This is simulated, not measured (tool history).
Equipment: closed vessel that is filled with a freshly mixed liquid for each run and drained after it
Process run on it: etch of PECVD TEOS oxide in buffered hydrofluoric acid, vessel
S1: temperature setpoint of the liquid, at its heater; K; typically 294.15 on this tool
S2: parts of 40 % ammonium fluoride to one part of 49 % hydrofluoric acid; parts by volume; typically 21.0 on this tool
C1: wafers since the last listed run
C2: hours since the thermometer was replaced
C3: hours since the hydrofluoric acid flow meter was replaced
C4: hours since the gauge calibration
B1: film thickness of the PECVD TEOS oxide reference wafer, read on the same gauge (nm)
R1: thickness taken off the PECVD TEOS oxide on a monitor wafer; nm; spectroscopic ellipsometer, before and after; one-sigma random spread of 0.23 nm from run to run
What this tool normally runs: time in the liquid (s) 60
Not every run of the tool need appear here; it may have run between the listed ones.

{"run": 1, "hour": 0.0, "S1": 294.15, "S2": 21.0, "time in the liquid (s)": 60, "C1": 0, "C2": 1731.3, "C3": 967.1, "C4": 228.6, "B1": 110.01, "R1": 71.45}
{"run": 2, "hour": 17.6, "S1": 294.15, "S2": 21.0, "time in the liquid (s)": 60, "C1": 1851, "C2": 1748.9, "C3": 984.7, "C4": 246.2, "B1": 110.0, "R1": 71.89}
{"run": 3, "hour": 30.4, "S1": 294.15, "S2": 21.0, "time in the liquid (s)": 60, "C1": 1346, "C2": 1761.7, "C3": 997.5, "C4": 259.0, "B1": 109.98, "R1": 71.2}
{"hour": 43.9, "done": "gauge calibrated"}
{"run": 4, "hour": 61.9, "S1": 294.15, "S2": 18.0, "time in the liquid (s)": 60, "C1": 3313, "C2": 1793.2, "C3": 1029.0, "C4": 18.0, "B1": 110.0, "R1": 82.49}
{"run": 5, "hour": 96.5, "S1": 294.15, "S2": 21.0, "time in the liquid (s)": 80, "C1": 3639, "C2": 1827.8, "C3": 1063.6, "C4": 52.6, "B1": 109.99, "R1": 96.18}
{"run": 6, "hour": 115.0, "S1": 294.15, "S2": 21.0, "time in the liquid (s)": 80, "C1": 1945, "C2": 1846.3, "C3": 1082.1, "C4": 71.1, "B1": 109.99, "R1": 96.72}
{"hour": 132.3, "done": "thermometer replaced"}
{"run": 7, "hour": 136.4, "S1": 295.65, "S2": 21.0, "time in the liquid (s)": 50, "C1": 2145, "C2": 4.1, "C3": 1103.5, "C4": 92.5, "B1": 110.02, "R1": 56.2}
{"run": 8, "hour": 164.2, "S1": 294.15, "S2": 21.0, "time in the liquid (s)": 40, "C1": 2923, "C2": 31.9, "C3": 1131.3, "C4": 120.3, "B1": 110.01, "R1": 41.1}
{"run": 9, "hour": 177.0, "S1": 294.15, "S2": 21.0, "time in the liquid (s)": 40, "C1": 1346, "C2": 44.7, "C3": 1144.1, "C4": 133.1, "B1": 110.0, "R1": 41.15}
{"run": 10, "hour": 191.4, "S1": 294.15, "S2": 21.0, "time in the liquid (s)": 40, "C1": 1514, "C2": 59.1, "C3": 1158.5, "C4": 147.5, "B1": 110.02, "R1": 41.68}
{"run": 11, "hour": 220.7, "S1": 291.65, "S2": 21.0, "time in the liquid (s)": 95, "C1": 3081, "C2": 88.4, "C3": 1187.8, "C4": 176.8, "B1": 110.01, "R1": 86.23}
{"run": 12, "hour": 241.8, "S1": 294.15, "S2": 26.5, "time in the liquid (s)": 60, "C1": 2219, "C2": 109.5, "C3": 1208.9, "C4": 197.9, "B1": 109.98, "R1": 53.47}
{"run": 13, "hour": 258.1, "S1": 298.15, "S2": 21.0, "time in the liquid (s)": 85, "C1": 1714, "C2": 125.8, "C3": 1225.2, "C4": 214.2, "B1": 110.0, "R1": 109.8}
{"run": 14, "hour": 284.9, "S1": 294.15, "S2": 21.0, "time in the liquid (s)": 60, "C1": 2818, "C2": 152.6, "C3": 1252.0, "C4": 241.0, "B1": 110.01, "R1": 62.64}
{"run": 15, "hour": 307.8, "S1": 297.15, "S2": 26.0, "time in the liquid (s)": 60, "C1": 2408, "C2": 175.5, "C3": 1274.9, "C4": 263.9, "B1": 109.97, "R1": 64.3}
{"hour": 318.7, "done": "gauge calibrated"}
{"run": 16, "hour": 327.1, "S1": 294.15, "S2": 17.0, "time in the liquid (s)": 95, "C1": 2029, "C2": 194.8, "C3": 1294.2, "C4": 8.4, "B1": 110.02, "R1": 120.73}
{"hour": 333.0, "done": "hydrofluoric acid flow meter replaced"}
{"run": 17, "hour": 349.5, "S1": 294.15, "S2": 21.0, "time in the liquid (s)": 60, "C1": 2250, "C2": 217.2, "C3": 16.5, "C4": 30.8, "B1": 110.0, "R1": 62.68}
{"run": 18, "hour": 379.8, "S1": 292.15, "S2": 27.0, "time in the liquid (s)": 40, "C1": 3186, "C2": 247.5, "C3": 46.8, "C4": 61.1, "B1": 109.97, "R1": 31.49}
{"run": 19, "hour": 408.6, "S1": 294.15, "S2": 15.0, "time in the liquid (s)": 60, "C1": 3029, "C2": 276.3, "C3": 75.6, "C4": 89.9, "B1": 110.01, "R1": 86.22}
{"run": 20, "hour": 435.3, "S1": 294.15, "S2": 21.0, "time in the liquid (s)": 60, "C1": 2808, "C2": 303.0, "C3": 102.3, "C4": 116.6, "B1": 109.99, "R1": 63.23}

Each row is a separate what-if for the run after 20, all from the same tool condition, not one after another. Results?
{"run": "A", "hour": 436.0, "S1": 294.15, "S2": 21.0, "time in the liquid (s)": 60, "C1": 73, "C2": 303.7, "C3": 103.0, "C4": 117.3, "B1": "?", "R1": "?"}
{"run": "B", "hour": 436.0, "S1": 294.15, "S2": 26.0, "time in the liquid (s)": 60, "C1": 73, "C2": 303.7, "C3": 103.0, "C4": 117.3, "B1": "?", "R1": "?"}
{"run": "C", "hour": 436.0, "S1": 290.15, "S2": 16.5, "time in the liquid (s)": 60, "C1": 73, "C2": 303.7, "C3": 103.0, "C4": 117.3, "B1": "?", "R1": "?"}

run=A B1=109.99 R1=63.29
run=B B1=109.99 R1=54.62
run=C B1=109.99 R1=63.19
Without the tool's hidden state the same runs would have given:
run=A R1=61.27
run=B R1=52.88
run=C R1=61.13

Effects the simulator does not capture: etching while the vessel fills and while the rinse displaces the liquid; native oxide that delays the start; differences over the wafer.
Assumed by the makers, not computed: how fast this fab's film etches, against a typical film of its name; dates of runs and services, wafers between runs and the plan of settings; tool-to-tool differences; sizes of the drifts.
